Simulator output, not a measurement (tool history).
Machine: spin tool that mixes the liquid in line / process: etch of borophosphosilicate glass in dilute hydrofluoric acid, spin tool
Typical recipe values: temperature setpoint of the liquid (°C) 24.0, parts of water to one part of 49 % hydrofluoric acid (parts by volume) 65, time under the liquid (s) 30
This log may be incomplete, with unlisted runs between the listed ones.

run,day,temperature setpoint of the liquid (°C),parts of water to one part of 49 % hydrofluoric acid (parts by volume),time under the liquid (s),"read-back film thickness of the borophosphosilicate glass reference wafer, read on the same gauge (nm)",thickness taken off the borophosphosilicate glass on a monitor wafer (nm)
1,0.000,24.0,85,30,149.99,9.14
2,2.908,24.0,85,30,149.99,9.06
3,4.017,24.0,85,30,150.01,9.15
4,5.300,24.0,65,30,149.98,12.31
5,6.221,24.0,65,30,149.99,12.16
6,7.688,24.0,65,30,149.98,12.09
7,8.683,24.0,65,30,150.01,12.03
8,10.075,24.0,65,30,150.01,12.30
9,10.942,24.0,65,30,150.02,12.08
10,11.812,24.0,65,30,150.00,12.08
11,15.850,24.0,65,30,149.99,11.97
12,16.638,24.0,65,30,150.01,12.00
13,17.862,24.0,75,30,150.01,10.20
14,19.088,24.0,65,30,150.00,12.08
# day 19.250: thermometer replaced
15,19.746,24.0,95,15,150.02,3.73
16,21.167,24.0,45,40,150.01,22.62
17,24.921,21.0,85,15,150.00,3.74
18,26.054,24.0,65,30,149.99,11.27
19,26.650,24.0,65,50,150.02,18.90
20,27.171,24.0,65,30,149.99,11.19
# day 27.233: gauge calibrated
# day 27.908: hydrofluoric acid flow meter replaced
21,28.533,24.0,65,30,150.01,13.14
22,29.346,25.5,65,20,150.00,9.36
23,31.921,19.5,35,35,150.00,24.58
24,32.967,27.0,40,35,150.02,29.00
25,34.350,25.5,80,25,150.00,9.20
26,35.608,27.0,50,20,150.00,13.00
27,36.842,22.0,65,20,150.02,7.97
28,37.583,24.0,65,45,150.02,19.65

Results per run with the tool's hidden condition removed, run-to-run variation unchanged:
The tool's hidden condition here consists of: liquid hotter than its thermometer reads (K); hydrofluoric acid flow below the setpoint (%); gauge reads high (%).
run,thickness taken off the borophosphosilicate glass on a monitor wafer (nm)
1,9.68
2,9.62
3,9.74
4,13.06
5,12.92
6,12.86
7,12.81
8,13.11
9,12.89
10,12.90
11,12.83
12,12.86
13,10.97
14,12.98
15,4.25
16,25.66
17,4.28
18,12.88
19,21.62
20,12.80
21,12.96
22,9.24
23,24.25
24,28.68
25,9.12
26,12.88
27,7.90
28,19.49
